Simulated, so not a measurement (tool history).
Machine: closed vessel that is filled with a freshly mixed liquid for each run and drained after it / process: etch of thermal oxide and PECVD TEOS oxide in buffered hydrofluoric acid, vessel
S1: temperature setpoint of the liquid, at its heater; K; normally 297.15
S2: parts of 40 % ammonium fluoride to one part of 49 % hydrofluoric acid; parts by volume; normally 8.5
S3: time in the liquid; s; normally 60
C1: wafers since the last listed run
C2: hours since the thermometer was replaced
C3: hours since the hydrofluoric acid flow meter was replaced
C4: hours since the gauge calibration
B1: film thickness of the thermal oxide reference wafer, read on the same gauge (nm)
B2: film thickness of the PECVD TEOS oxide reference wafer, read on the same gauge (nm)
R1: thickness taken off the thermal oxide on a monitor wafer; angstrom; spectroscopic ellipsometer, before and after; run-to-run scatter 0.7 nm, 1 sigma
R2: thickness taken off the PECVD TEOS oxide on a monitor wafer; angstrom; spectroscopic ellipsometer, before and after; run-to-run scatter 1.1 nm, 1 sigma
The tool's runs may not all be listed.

| run | day | S1 | S2 | S3 | C1 | C2 | C3 | C4 | B1 | B2 | R1 | R2 |
|---|---|---|---|---|---|---|---|---|---|---|---|---|
| 1 | 0.000 | 293.65 | 8.5 | 60 | 0 | 1556.3 | 1638.4 | 79.5 | 79.97 | 110.01 | 528.5 | 1413.6 |
| 2 | 0.667 | 297.15 | 8.5 | 80 | 2196 | 1572.3 | 1654.4 | 95.5 | 79.98 | 110.01 | 860.0 | 2281.2 |
| 3 | 1.583 | 297.15 | 8.5 | 60 | 3020 | 1594.3 | 1676.4 | 117.5 | 80.03 | 109.98 | 637.2 | 1724.0 |
| 4 | 2.933 | 297.15 | 8.5 | 60 | 4448 | 1626.7 | 1708.8 | 149.9 | 80.02 | 109.99 | 638.8 | 1703.4 |
| 5 | 3.812 | 297.15 | 8.5 | 60 | 2897 | 1647.8 | 1729.9 | 171.0 | 80.01 | 109.99 | 628.2 | 1706.7 |
|  | 4.250 | thermometer replaced |
| 6 | 5.129 | 297.15 | 7.0 | 60 | 4201 | 21.1 | 1761.5 | 202.6 | 80.03 | 110.00 | 758.3 | 2045.0 |
| 7 | 6.171 | 297.15 | 7.0 | 60 | 3432 | 46.1 | 1786.5 | 227.6 | 79.99 | 110.00 | 757.5 | 2046.3 |
| 8 | 7.054 | 297.15 | 8.5 | 60 | 2910 | 67.3 | 1807.7 | 248.8 | 79.97 | 109.99 | 634.5 | 1694.3 |
| 9 | 7.962 | 297.15 | 8.5 | 60 | 2993 | 89.1 | 1829.5 | 270.6 | 80.04 | 110.00 | 633.2 | 1699.9 |
| 10 | 8.617 | 293.15 | 11.0 | 30 | 2155 | 104.8 | 1845.2 | 286.3 | 80.02 | 110.01 | 199.6 | 534.8 |
| 11 | 9.400 | 297.15 | 8.5 | 60 | 2581 | 123.6 | 1864.0 | 305.1 | 79.98 | 110.00 | 629.3 | 1694.7 |
| 12 | 10.825 | 295.15 | 8.5 | 85 | 4695 | 157.8 | 1898.2 | 339.3 | 79.95 | 110.02 | 803.3 | 2181.7 |
| 13 | 12.012 | 297.15 | 9.5 | 75 | 3913 | 186.3 | 1926.7 | 367.8 | 79.99 | 110.01 | 716.7 | 1916.9 |
| 14 | 12.558 | 297.15 | 8.5 | 60 | 1798 | 199.4 | 1939.8 | 380.9 | 80.01 | 109.99 | 627.1 | 1703.2 |
| 15 | 13.475 | 292.65 | 9.5 | 30 | 3020 | 221.4 | 1961.8 | 402.9 | 80.05 | 109.99 | 222.9 | 592.7 |
| 16 | 14.529 | 297.15 | 8.5 | 60 | 3473 | 246.7 | 1987.1 | 428.2 | 79.97 | 110.03 | 625.5 | 1695.8 |
| 17 | 15.188 | 297.15 | 8.5 | 60 | 2169 | 262.5 | 2002.9 | 444.0 | 79.99 | 110.00 | 640.6 | 1678.6 |
|  | 15.433 | gauge calibrated |
|  | 16.879 | hydrofluoric acid flow meter replaced |
| 18 | 17.696 | 295.65 | 11.0 | 45 | 8128 | 322.7 | 19.6 | 54.3 | 80.01 | 110.00 | 386.4 | 1033.0 |
| 19 | 18.725 | 297.15 | 7.0 | 60 | 3391 | 347.4 | 44.3 | 79.0 | 79.97 | 109.97 | 865.1 | 2308.8 |
| 20 | 19.612 | 297.15 | 8.5 | 60 | 2924 | 368.7 | 65.6 | 100.3 | 80.02 | 110.01 | 699.0 | 1866.2 |
| 21 | 20.462 | 297.15 | 11.0 | 85 | 2801 | 389.1 | 86.0 | 120.7 | 80.01 | 109.98 | 803.0 | 2148.0 |
| 22 | 21.900 | 294.65 | 9.5 | 60 | 4737 | 423.6 | 120.5 | 155.2 | 80.01 | 110.00 | 559.3 | 1493.6 |
| 23 | 22.808 | 300.15 | 8.5 | 75 | 2993 | 445.4 | 142.3 | 177.0 | 80.02 | 109.99 | 1036.5 | 2712.8 |
| 24 | 23.921 | 297.15 | 11.0 | 60 | 3666 | 472.1 | 169.0 | 203.7 | 79.98 | 110.01 | 566.6 | 1505.3 |
| 25 | 24.600 | 295.15 | 8.5 | 45 | 2238 | 488.4 | 185.3 | 220.0 | 80.00 | 110.00 | 463.6 | 1261.0 |
| 26 | 25.446 | 300.15 | 10.5 | 70 | 2787 | 508.7 | 205.6 | 240.3 | 80.05 | 110.01 | 805.0 | 2139.7 |
| 27 | 27.483 | 297.15 | 8.5 | 30 | 6714 | 557.6 | 254.5 | 289.2 | 79.97 | 109.98 | 346.2 | 926.9 |

Here are 3 independent what-if runs from the current tool condition. What would each one return?
| A | 27.512 | 297.15 | 8.5 | 60 | 96 | 558.3 | 255.2 | 289.9 | ? | ? | ? | ? |
| B | 27.512 | 292.65 | 6.0 | 95 | 96 | 558.3 | 255.2 | 289.9 | ? | ? | ? | ? |
| C | 27.512 | 297.15 | 11.0 | 45 | 96 | 558.3 | 255.2 | 289.9 | ? | ? | ? | ? |

| run | B1 | B2 | R1 | R2 |
|---|---|---|---|---|
| A | 79.98 | 110.01 | 687.7 | 1852.9 |
| B | 79.98 | 110.01 | 1204.6 | 3245.6 |
| C | 79.98 | 110.01 | 414.7 | 1117.5 |
With the hidden condition removed and each run's random variation left untouched, the same runs would have given:
| run | R1 | R2 |
|---|---|---|
| A | 708.7 | 1909.5 |
| B | 1233.9 | 3324.6 |
| C | 426.1 | 1148.1 |

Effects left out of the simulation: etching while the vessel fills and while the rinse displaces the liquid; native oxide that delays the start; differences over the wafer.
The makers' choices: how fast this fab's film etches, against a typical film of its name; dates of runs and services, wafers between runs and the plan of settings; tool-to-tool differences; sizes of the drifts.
